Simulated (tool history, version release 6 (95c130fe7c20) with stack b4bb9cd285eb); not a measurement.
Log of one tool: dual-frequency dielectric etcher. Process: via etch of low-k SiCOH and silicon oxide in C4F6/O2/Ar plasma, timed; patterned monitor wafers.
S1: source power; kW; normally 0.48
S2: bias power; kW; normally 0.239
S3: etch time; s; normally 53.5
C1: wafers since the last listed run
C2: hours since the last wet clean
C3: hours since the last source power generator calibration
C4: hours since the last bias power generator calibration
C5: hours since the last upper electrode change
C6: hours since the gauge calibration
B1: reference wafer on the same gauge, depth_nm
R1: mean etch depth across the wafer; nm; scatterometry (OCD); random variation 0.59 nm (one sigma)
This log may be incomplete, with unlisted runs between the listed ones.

Run 1, hour 0: usual settings; C1 0; C2 112.7; C3 1963.8; C4 2360; C5 2189.3; C6 164.2; B1 125. Result: R1 149.1 nm.
Run 2, hour 14.8: usual settings; C1 145; C2 127.5; C3 1978.6; C4 2374.8; C5 2204.1; C6 179; B1 125. Result: R1 149.8 nm.
Run 3, hour 44.5: usual settings but S2 0.219 kW; C1 291; C2 157.2; C3 2008.3; C4 2404.5; C5 2233.8; C6 208.7; B1 125. Result: R1 144.1 nm.
Run 4, hour 67.2: usual settings; C1 223; C2 179.9; C3 2031; C4 2427.2; C5 2256.5; C6 231.4; B1 125. Result: R1 149.6 nm.
At hour 143.8: gauge calibrated.
Run 5, hour 157.1: usual settings; C1 883; C2 269.8; C3 2120.9; C4 2517.1; C5 2346.4; C6 13.3; B1 124.9. Result: R1 147 nm.
Run 6, hour 176.4: usual settings; C1 189; C2 289.1; C3 2140.2; C4 2536.4; C5 2365.7; C6 32.6; B1 125. Result: R1 148.7 nm.
Run 7, hour 202.6: usual settings; C1 257; C2 315.3; C3 2166.4; C4 2562.6; C5 2391.9; C6 58.8; B1 124.9. Result: R1 147.7 nm.
Run 8, hour 219: usual settings; C1 161; C2 331.7; C3 2182.8; C4 2579; C5 2408.3; C6 75.2; B1 125.1. Result: R1 148 nm.
At hour 226.1: bias power generator calibrated.
At hour 253.3: wet clean of the chamber.
At hour 256.5: upper electrode replaced.
Run 9, hour 257: usual settings; C1 66; C2 3.7; C3 2220.8; C4 30.9; C5 0.5; C6 113.2; B1 125. Result: R1 160.6 nm.
Run 10, hour 257.3: usual settings but S3 38 s; C1 2; C2 4; C3 2221.1; C4 31.2; C5 0.8; C6 113.5; B1 125. Result: R1 114 nm.
At hour 279.8: source power generator calibrated.
Run 11, hour 297.5: usual settings but S1 0.37 kW, S2 0.265 kW, S3 43 s; C1 355; C2 44.2; C3 17.7; C4 71.4; C5 41; C6 153.7; B1 125. Result: R1 116.6 nm.
Run 12, hour 315.5: usual settings; C1 176; C2 62.2; C3 35.7; C4 89.4; C5 59; C6 171.7; B1 125.1. Result: R1 160.4 nm.
At hour 347.1: wet clean of the chamber, repeated, since the last time left the tool worse.
Run 13, hour 347.6: usual settings but S3 67.5 s; C1 79; C2 0.5; C3 67.8; C4 121.5; C5 91.1; C6 203.8; B1 125.1. Result: R1 191.5 nm.
Run 14, hour 357.9: usual settings but S1 0.38 kW, S2 0.221 kW; C1 101; C2 10.8; C3 78.1; C4 131.8; C5 101.4; C6 214.1; B1 124.9. Result: R1 131.9 nm.
Run 15, hour 377.3: usual settings; C1 190; C2 30.2; C3 97.5; C4 151.2; C5 120.8; C6 233.5; B1 125. Result: R1 150.8 nm.
Run 16, hour 400.6: usual settings; C1 228; C2 53.5; C3 120.8; C4 174.5; C5 144.1; C6 256.8; B1 125.1. Result: R1 151.8 nm.
Run 17, hour 427.2: usual settings but S2 0.268 kW, S3 44.5 s; C1 261; C2 80.1; C3 147.4; C4 201.1; C5 170.7; C6 283.4; B1 125. Result: R1 130.3 nm.
Run 18, hour 445.5: usual settings but S1 0.54 kW, S2 0.266 kW, S3 44.5 s; C1 179; C2 98.4; C3 165.7; C4 219.4; C5 189; C6 301.7; B1 125. Result: R1 136.6 nm.

Forecast each of these 4 alternatives for the next run:
Run A, hour 445.9: usual settings but S1 0.36 kW; C1 3; C2 98.8; C3 166.1; C4 219.8; C5 189.4; C6 302.1; B1 ?. Result: R1 ?.
Run B, hour 445.9: usual settings but S1 0.42 kW; C1 3; C2 98.8; C3 166.1; C4 219.8; C5 189.4; C6 302.1; B1 ?. Result: R1 ?.
Run C, hour 445.9: usual settings but S1 0.41 kW, S2 0.204 kW, S3 63 s; C1 3; C2 98.8; C3 166.1; C4 219.8; C5 189.4; C6 302.1; B1 ?. Result: R1 ?.
Run D, hour 445.9: usual settings but S1 0.38 kW, S2 0.22 kW, S3 62 s; C1 3; C2 98.8; C3 166.1; C4 219.8; C5 189.4; C6 302.1; B1 ?. Result: R1 ?.

run   B1     R1
  A  125  130.9
  B  125  141.2
  C  125  156.1
  D  125  151.7
Had the tool no hidden state, the same runs would have come out as:
run     R1
  A  132.2
  B  142.6
  C  157.7
  D  153.2
